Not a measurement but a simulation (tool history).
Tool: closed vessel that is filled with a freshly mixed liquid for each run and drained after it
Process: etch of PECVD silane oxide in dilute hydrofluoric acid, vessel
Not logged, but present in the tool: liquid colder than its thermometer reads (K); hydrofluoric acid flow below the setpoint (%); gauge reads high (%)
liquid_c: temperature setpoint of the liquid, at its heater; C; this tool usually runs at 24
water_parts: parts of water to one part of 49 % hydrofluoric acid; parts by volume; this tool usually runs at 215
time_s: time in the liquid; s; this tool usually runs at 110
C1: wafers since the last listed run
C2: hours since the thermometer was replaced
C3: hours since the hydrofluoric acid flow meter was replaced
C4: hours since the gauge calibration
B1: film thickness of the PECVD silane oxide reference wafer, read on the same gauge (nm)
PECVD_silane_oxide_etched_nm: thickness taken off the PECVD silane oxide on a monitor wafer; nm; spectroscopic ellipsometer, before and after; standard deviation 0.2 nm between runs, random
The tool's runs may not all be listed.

{"run": 1, "hour": 0.0, "liquid_c": 24, "water_parts": 280, "time_s": 145, "C1": 0, "C2": 165.2, "C3": 1000, "C4": 252, "B1": 119.99, "PECVD_silane_oxide_etched_nm": 18.54}
{"run": 2, "hour": 15.9, "liquid_c": 24, "water_parts": 215, "time_s": 110, "C1": 1482, "C2": 181.1, "C3": 1015.9, "C4": 267.9, "B1": 120.01, "PECVD_silane_oxide_etched_nm": 19.99}
{"run": 3, "hour": 30.4, "liquid_c": 24, "water_parts": 160, "time_s": 110, "C1": 1352, "C2": 195.6, "C3": 1030.4, "C4": 282.4, "B1": 119.99, "PECVD_silane_oxide_etched_nm": 28.07}
{"run": 4, "hour": 46.4, "liquid_c": 24, "water_parts": 215, "time_s": 110, "C1": 1492, "C2": 211.6, "C3": 1046.4, "C4": 298.4, "B1": 120, "PECVD_silane_oxide_etched_nm": 19.19}
{"run": 5, "hour": 64.0, "liquid_c": 24, "water_parts": 215, "time_s": 110, "C1": 1641, "C2": 229.2, "C3": 1064, "C4": 316, "B1": 120, "PECVD_silane_oxide_etched_nm": 19.64}
{"run": 6, "hour": 80.2, "liquid_c": 21, "water_parts": 215, "time_s": 90, "C1": 1510, "C2": 245.4, "C3": 1080.2, "C4": 332.2, "B1": 120.02, "PECVD_silane_oxide_etched_nm": 14.05}
{"run": 7, "hour": 96.0, "liquid_c": 21.5, "water_parts": 215, "time_s": 110, "C1": 1473, "C2": 261.2, "C3": 1096, "C4": 348, "B1": 120, "PECVD_silane_oxide_etched_nm": 17.94}
{"run": 8, "hour": 104.3, "liquid_c": 21.5, "water_parts": 215, "time_s": 110, "C1": 774, "C2": 269.5, "C3": 1104.3, "C4": 356.3, "B1": 119.99, "PECVD_silane_oxide_etched_nm": 17.63}
{"run": 9, "hour": 122.0, "liquid_c": 24, "water_parts": 215, "time_s": 110, "C1": 1650, "C2": 287.2, "C3": 1122, "C4": 374, "B1": 120, "PECVD_silane_oxide_etched_nm": 19.31}
{"run": 10, "hour": 134.3, "liquid_c": 24, "water_parts": 215, "time_s": 110, "C1": 1147, "C2": 299.5, "C3": 1134.3, "C4": 386.3, "B1": 120.03, "PECVD_silane_oxide_etched_nm": 19.42}
{"run": 11, "hour": 147.6, "liquid_c": 24, "water_parts": 215, "time_s": 110, "C1": 1240, "C2": 312.8, "C3": 1147.6, "C4": 399.6, "B1": 119.99, "PECVD_silane_oxide_etched_nm": 19.58}
{"run": 12, "hour": 162.2, "liquid_c": 24, "water_parts": 215, "time_s": 110, "C1": 1361, "C2": 327.4, "C3": 1162.2, "C4": 414.2, "B1": 119.98, "PECVD_silane_oxide_etched_nm": 19.5}
{"run": 13, "hour": 178.4, "liquid_c": 24, "water_parts": 215, "time_s": 110, "C1": 1510, "C2": 343.6, "C3": 1178.4, "C4": 430.4, "B1": 120.02, "PECVD_silane_oxide_etched_nm": 19.4}
{"hour": 180.0, "done": "gauge calibrated"}
{"run": 14, "hour": 194.9, "liquid_c": 24, "water_parts": 215, "time_s": 110, "C1": 1538, "C2": 360.1, "C3": 1194.9, "C4": 14.9, "B1": 120.01, "PECVD_silane_oxide_etched_nm": 19.07}
{"run": 15, "hour": 202.9, "liquid_c": 24, "water_parts": 125, "time_s": 110, "C1": 746, "C2": 368.1, "C3": 1202.9, "C4": 22.9, "B1": 119.99, "PECVD_silane_oxide_etched_nm": 36.1}
{"run": 16, "hour": 215.5, "liquid_c": 24, "water_parts": 215, "time_s": 110, "C1": 1175, "C2": 380.7, "C3": 1215.5, "C4": 35.5, "B1": 120, "PECVD_silane_oxide_etched_nm": 19.29}
{"run": 17, "hour": 232.9, "liquid_c": 24, "water_parts": 155, "time_s": 110, "C1": 1622, "C2": 398.1, "C3": 1232.9, "C4": 52.9, "B1": 120.01, "PECVD_silane_oxide_etched_nm": 28.59}
{"run": 18, "hour": 248.3, "liquid_c": 21.5, "water_parts": 215, "time_s": 110, "C1": 1436, "C2": 413.5, "C3": 1248.3, "C4": 68.3, "B1": 119.99, "PECVD_silane_oxide_etched_nm": 17.4}
{"hour": 258.5, "done": "hydrofluoric acid flow meter replaced"}
{"run": 19, "hour": 260.7, "liquid_c": 21, "water_parts": 140, "time_s": 75, "C1": 1063, "C2": 425.9, "C3": 2.2, "C4": 80.7, "B1": 119.99, "PECVD_silane_oxide_etched_nm": 18.2}
{"run": 20, "hour": 274.5, "liquid_c": 24, "water_parts": 155, "time_s": 110, "C1": 1287, "C2": 439.7, "C3": 16, "C4": 94.5, "B1": 119.99, "PECVD_silane_oxide_etched_nm": 26.19}
{"run": 21, "hour": 281.2, "liquid_c": 24, "water_parts": 215, "time_s": 110, "C1": 624, "C2": 446.4, "C3": 22.7, "C4": 101.2, "B1": 120, "PECVD_silane_oxide_etched_nm": 17.51}
{"run": 22, "hour": 296.0, "liquid_c": 26.5, "water_parts": 260, "time_s": 150, "C1": 1380, "C2": 461.2, "C3": 37.5, "C4": 116, "B1": 120, "PECVD_silane_oxide_etched_nm": 20.92}
{"run": 23, "hour": 302.8, "liquid_c": 25.5, "water_parts": 215, "time_s": 155, "C1": 634, "C2": 468, "C3": 44.3, "C4": 122.8, "B1": 119.98, "PECVD_silane_oxide_etched_nm": 25.89}
{"hour": 314.6, "done": "thermometer replaced"}
{"run": 24, "hour": 315.1, "liquid_c": 22.5, "water_parts": 215, "time_s": 110, "C1": 1053, "C2": 0.5, "C3": 56.6, "C4": 135.1, "B1": 120, "PECVD_silane_oxide_etched_nm": 16.74}
{"hour": 337.9, "done": "hydrofluoric acid flow meter replaced, repeated, since the last time left the tool worse"}
{"run": 25, "hour": 363.9, "liquid_c": 24, "water_parts": 315, "time_s": 75, "C1": 4458, "C2": 49.3, "C3": 26, "C4": 183.9, "B1": 120, "PECVD_silane_oxide_etched_nm": 9}
{"run": 26, "hour": 370.1, "liquid_c": 24, "water_parts": 215, "time_s": 110, "C1": 578, "C2": 55.5, "C3": 32.2, "C4": 190.1, "B1": 120, "PECVD_silane_oxide_etched_nm": 21.49}
{"run": 27, "hour": 381.4, "liquid_c": 22.5, "water_parts": 115, "time_s": 75, "C1": 1053, "C2": 66.8, "C3": 43.5, "C4": 201.4, "B1": 119.98, "PECVD_silane_oxide_etched_nm": 28.73}
{"run": 28, "hour": 398.5, "liquid_c": 24, "water_parts": 215, "time_s": 70, "C1": 1594, "C2": 83.9, "C3": 60.6, "C4": 218.5, "B1": 119.99, "PECVD_silane_oxide_etched_nm": 13.7}
{"run": 29, "hour": 414.9, "liquid_c": 24, "water_parts": 215, "time_s": 110, "C1": 1529, "C2": 100.3, "C3": 77, "C4": 234.9, "B1": 120, "PECVD_silane_oxide_etched_nm": 21.06}

Alternative continuations, all from the tool just after run 29; predict every row:
{"run": "A", "hour": 415.6, "liquid_c": 24, "water_parts": 215, "time_s": 110, "C1": 65, "C2": 101, "C3": 77.7, "C4": 235.6, "B1": "?", "PECVD_silane_oxide_etched_nm": "?"}
{"run": "B", "hour": 415.6, "liquid_c": 22.5, "water_parts": 265, "time_s": 130, "C1": 65, "C2": 101, "C3": 77.7, "C4": 235.6, "B1": "?", "PECVD_silane_oxide_etched_nm": "?"}
{"run": "C", "hour": 415.6, "liquid_c": 24, "water_parts": 130, "time_s": 110, "C1": 65, "C2": 101, "C3": 77.7, "C4": 235.6, "B1": "?", "PECVD_silane_oxide_etched_nm": "?"}

run=A B1=120.02 PECVD_silane_oxide_etched_nm=21.46
run=B B1=120.02 PECVD_silane_oxide_etched_nm=18.51
run=C B1=120.02 PECVD_silane_oxide_etched_nm=39.04
Take away the tool's hidden state, keep each run's random variation, and the runs would have read:
run=A PECVD_silane_oxide_etched_nm=21.74
run=B PECVD_silane_oxide_etched_nm=18.76
run=C PECVD_silane_oxide_etched_nm=39.51

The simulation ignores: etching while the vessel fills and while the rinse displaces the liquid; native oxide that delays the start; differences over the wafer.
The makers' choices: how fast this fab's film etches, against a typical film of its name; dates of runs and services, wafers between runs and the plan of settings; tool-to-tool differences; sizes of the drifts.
